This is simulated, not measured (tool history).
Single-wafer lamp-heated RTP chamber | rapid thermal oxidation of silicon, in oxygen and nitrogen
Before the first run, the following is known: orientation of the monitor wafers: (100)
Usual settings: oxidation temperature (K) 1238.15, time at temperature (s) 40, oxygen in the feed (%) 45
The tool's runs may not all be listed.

run	day	oxidation temperature (K)	time at temperature (s)	oxygen in the feed (%)	read-back reference wafer on the same gauge, thickness	oxide thickness on the monitor wafer (Å)
1	0	1238.15	40	45	3.291	32.25
2	1.338	1238.15	40	45	3.29	32.31
3	2.008	1238.15	40	45	3.286	32.42
4	2.692	1238.15	40	45	3.289	32.4
5	3.512	1238.15	40	45	3.29	32.56
6	4.396	1238.15	40	45	3.292	32.55
7	5.825	1238.15	40	45	3.29	32.73
8	6.346	1238.15	40	45	3.292	32.57
9	7.442	1238.15	40	45	3.287	32.81
10	8.171	1238.15	40	45	3.291	32.89
11	9.371	1238.15	40	45	3.292	33.11
12	10.271	1238.15	40	45	3.294	33.01
# day 11.296: gauge calibrated
13	11.429	1238.15	40	45	3.289	33.13
14	12.208	1238.15	40	45	3.291	33.25
15	13.158	1209.15	40	69	3.29	31.52
16	14.383	1238.15	40	45	3.29	33.59
17	15.775	1212.15	28	20	3.292	24.17
18	16.933	1238.15	56	26	3.291	33.1
19	17.996	1238.15	21	45	3.289	27.95
# day 18.371: pyrometer window cleaned and pyrometer calibrated
20	19.117	1214.15	40	45	3.29	28.47
# day 19.788: oxygen flow controller replaced
21	19.85	1225.15	40	45	3.288	29.96
22	20.946	1238.15	34	62	3.289	32.79
23	22.254	1238.15	31	45	3.29	29.46
24	23.696	1238.15	21	45	3.291	26.8
25	24.696	1238.15	48	18	3.291	28.15
26	27.929	1260.15	40	45	3.291	36.33
27	29.167	1222.15	27	63	3.289	28.46
28	30.275	1228.15	51	45	3.293	32.91

Below, each run's measurement less what the same run would have read without the hidden state. Both values contain the same run-to-run variation, but the gauge's scatter may not be the same in both:
Hidden conditions of the tool in this case: true wafer temperature minus pyrometer reading, K; deviation of the oxygen flow from its setpoint, %; gauge reads high (%).
run	oxide thickness on the monitor wafer (Å)
1	+0.35
2	+0.42
3	+0.45
4	+0.49
5	+0.54
6	+0.59
7	+0.69
8	+0.72
9	+0.81
10	+0.86
11	+0.97
12	+1.03
13	+1.14
14	+1.22
15	+1.19
16	+1.45
17	+0.48
18	+1.57
19	+1.17
20	+0.02
21	+0.02
22	+0.03
23	+0.04
24	+0.04
25	+0.06
26	+0.26
27	+0.2
28	+0.32
